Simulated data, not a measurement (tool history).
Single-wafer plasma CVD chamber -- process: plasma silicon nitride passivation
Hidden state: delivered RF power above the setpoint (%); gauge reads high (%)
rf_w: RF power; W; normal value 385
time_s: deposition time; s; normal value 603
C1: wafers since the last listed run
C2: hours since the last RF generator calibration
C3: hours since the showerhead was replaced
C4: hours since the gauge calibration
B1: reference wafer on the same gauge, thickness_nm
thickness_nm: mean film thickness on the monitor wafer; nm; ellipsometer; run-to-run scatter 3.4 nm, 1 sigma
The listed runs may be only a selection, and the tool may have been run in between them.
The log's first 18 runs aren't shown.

Run 19, hour 1438.3: usual settings but rf_w 310 W, time_s 698 s; C1 457; C2 1444.5; C3 3644.6; C4 2877.5; B1 895.469. Result: thickness_nm 1004.284 nm.
At hour 1474.5: RF generator calibrated.
Run 20, hour 1514.6: usual settings; C1 295; C2 40.1; C3 3720.9; C4 2953.8; B1 895.526. Result: thickness_nm 930.961 nm.
Run 21, hour 1551.0: usual settings but rf_w 455 W, time_s 557 s; C1 157; C2 76.5; C3 3757.3; C4 2990.2; B1 895.420. Result: thickness_nm 898.097 nm.
Run 22, hour 1618.6: usual settings; C1 292; C2 144.1; C3 3824.9; C4 3057.8; B1 895.071. Result: thickness_nm 929.238 nm.
Run 23, hour 1717.5: usual settings; C1 427; C2 243.0; C3 3923.8; C4 3156.7; B1 893.890. Result: thickness_nm 929.766 nm.
At hour 1761.1: showerhead replaced.
Run 24, hour 1788.8: usual settings but rf_w 325 W, time_s 555 s; C1 273; C2 314.3; C3 27.7; C4 3228.0; B1 895.451. Result: thickness_nm 829.729 nm.
Run 25, hour 1858.7: usual settings; C1 302; C2 384.2; C3 97.6; C4 3297.9; B1 895.038. Result: thickness_nm 928.690 nm.
At hour 1894.0: gauge calibrated.
Run 26, hour 1958.5: usual settings but rf_w 360 W, time_s 488 s; C1 431; C2 484.0; C3 197.4; C4 64.5; B1 894.164. Result: thickness_nm 740.044 nm.
Run 27, hour 2044.2: usual settings but rf_w 445 W, time_s 566 s; C1 370; C2 569.7; C3 283.1; C4 150.2; B1 894.754. Result: thickness_nm 902.067 nm.
Run 28, hour 2123.7: usual settings but rf_w 340 W; C1 343; C2 649.2; C3 362.6; C4 229.7; B1 895.018. Result: thickness_nm 899.161 nm.

What will run 29 give?
Run 29, hour 2362.8: usual settings but time_s 489 s; C1 1033; C2 888.3; C3 601.7; C4 468.8; B1 ?. Result: thickness_nm ?.

{"run 29": {"B1": 894.682, "thickness_nm": 749.766}}
The same run, on a tool lacking any hidden state, would have yielded thickness_nm 756.129 nm.

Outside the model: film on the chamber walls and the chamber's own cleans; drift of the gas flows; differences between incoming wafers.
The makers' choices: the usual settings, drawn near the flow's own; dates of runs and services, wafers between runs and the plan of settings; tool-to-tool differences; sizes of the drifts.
